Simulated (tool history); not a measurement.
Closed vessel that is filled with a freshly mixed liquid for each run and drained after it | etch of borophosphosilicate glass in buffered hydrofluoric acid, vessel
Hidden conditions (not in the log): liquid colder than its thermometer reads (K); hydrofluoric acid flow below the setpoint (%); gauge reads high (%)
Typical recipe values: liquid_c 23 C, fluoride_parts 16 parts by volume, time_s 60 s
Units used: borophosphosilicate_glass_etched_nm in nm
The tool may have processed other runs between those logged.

| run | hour | liquid_c | fluoride_parts | time_s | wafers since the last listed run | hours since the thermometer was replaced | hours since the hydrofluoric acid flow meter was replaced | hours since the gauge calibration | read-back film thickness of the borophosphosilicate glass reference wafer, read on the same gauge (nm) | borophosphosilicate_glass_etched_nm |
|---|---|---|---|---|---|---|---|---|---|---|
| 1 | 0 | 23 | 16 | 60 | 0 | 2746 | 2280.6 | 182.9 | 109.99 | 76.94 |
| 2 | 34.2 | 23 | 16 | 60 | 2658 | 2780.2 | 2314.8 | 217.1 | 110.03 | 77.35 |
| 3 | 56.9 | 23 | 12 | 75 | 1764 | 2802.9 | 2337.5 | 239.8 | 110 | 129.24 |
| 4 | 81 | 23 | 12 | 75 | 1873 | 2827 | 2361.6 | 263.9 | 110.02 | 126.98 |
| 5 | 109.8 | 23 | 16 | 60 | 2239 | 2855.8 | 2390.4 | 292.7 | 110.01 | 76.5 |
| 6 | 123.7 | 23 | 16 | 60 | 1080 | 2869.7 | 2404.3 | 306.6 | 109.99 | 75.98 |
| 7 | 138.4 | 23 | 16 | 60 | 1142 | 2884.4 | 2419 | 321.3 | 109.96 | 77.14 |
| 8 | 170.6 | 23 | 16 | 60 | 2503 | 2916.6 | 2451.2 | 353.5 | 109.99 | 76.58 |
| 9 | 203.2 | 23 | 16 | 60 | 2534 | 2949.2 | 2483.8 | 386.1 | 110.02 | 76.89 |
| 10 | 217.5 | 23 | 16 | 60 | 1111 | 2963.5 | 2498.1 | 400.4 | 109.99 | 76.52 |
|  | 220.5 | hydrofluoric acid flow meter replaced |
| 11 | 232 | 23 | 16 | 60 | 1049 | 2978 | 11.5 | 414.9 | 110.04 | 76.59 |
|  | 237.1 | gauge calibrated |
| 12 | 258.6 | 23 | 16 | 60 | 2068 | 3004.6 | 38.1 | 21.5 | 110.01 | 76.73 |
| 13 | 271.3 | 23 | 16 | 60 | 987 | 3017.3 | 50.8 | 34.2 | 110.03 | 76.38 |
|  | 277.1 | thermometer replaced |
| 14 | 289.7 | 19.5 | 12 | 85 | 1352 | 12.6 | 69.2 | 52.6 | 110.02 | 136.13 |
| 15 | 314.6 | 23 | 16 | 60 | 1935 | 37.5 | 94.1 | 77.5 | 109.99 | 87.7 |
| 16 | 356 | 24.5 | 14 | 35 | 3218 | 78.9 | 135.5 | 118.9 | 110.01 | 62.91 |
| 17 | 374.8 | 23 | 12.5 | 75 | 1461 | 97.7 | 154.3 | 137.7 | 110 | 139.88 |
| 18 | 387.1 | 18.5 | 19 | 90 | 956 | 110 | 166.6 | 150 | 110.04 | 85.46 |

What does the tool deliver on the next run?
| 19 | 410 | 25.5 | 22.5 | 75 | 1780 | 132.9 | 189.5 | 172.9 | ? | ? |

read-back film thickness of the borophosphosilicate glass reference wafer, read on the same gauge (nm): 110.01
borophosphosilicate_glass_etched_nm: 91.86 nm
Had the tool carried no hidden state, the very same run would have given borophosphosilicate_glass_etched_nm 93.1 nm.
